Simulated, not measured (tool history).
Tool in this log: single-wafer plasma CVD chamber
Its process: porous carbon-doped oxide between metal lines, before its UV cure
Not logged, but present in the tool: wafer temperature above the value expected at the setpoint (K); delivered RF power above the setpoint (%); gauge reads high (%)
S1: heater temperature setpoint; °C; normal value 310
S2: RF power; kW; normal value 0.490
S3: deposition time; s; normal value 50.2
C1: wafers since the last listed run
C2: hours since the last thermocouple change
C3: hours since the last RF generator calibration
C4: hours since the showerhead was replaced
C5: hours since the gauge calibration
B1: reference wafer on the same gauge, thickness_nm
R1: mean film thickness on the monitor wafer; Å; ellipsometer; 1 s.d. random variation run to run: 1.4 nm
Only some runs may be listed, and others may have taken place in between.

run,day,S1,S2,S3,C1,C2,C3,C4,C5,B1,R1
1,0.000,310,0.490,50.2,0,915.8,1198.5,4518.9,679.6,228.204,2494.76
# day 0.717: gauge calibrated
2,2.833,310,0.490,50.2,1153,983.8,1266.5,4586.9,50.8,228.356,2479.32
3,5.096,310,0.490,50.2,921,1038.1,1320.8,4641.2,105.1,228.031,2511.03
4,8.204,310,0.490,50.2,1265,1112.7,1395.4,4715.8,179.7,228.186,2463.67
5,10.388,310,0.490,50.2,889,1165.1,1447.8,4768.2,232.1,227.851,2463.82
6,13.088,310,0.490,50.2,1099,1229.9,1512.6,4833.0,296.9,228.305,2462.36
7,15.258,310,0.490,50.2,884,1282.0,1564.7,4885.1,349.0,227.716,2423.55
# day 17.096: RF generator calibrated
8,20.238,310,0.490,50.2,1892,1401.5,75.4,5004.6,468.5,227.726,2510.02
# day 23.271: thermocouple changed; heater temperature recalibrated
9,23.771,310,0.490,50.2,1303,12.0,160.2,5089.4,553.3,227.942,2567.61

Predict the results of run 10:
10,27.079,310,0.520,47.2,1347,91.4,239.6,5168.8,632.7,?,?

{"run 10": {"B1": 227.454, "R1": 2521.81}}
Had the tool carried no hidden state, the very same run would have given R1 2548.51 Å.
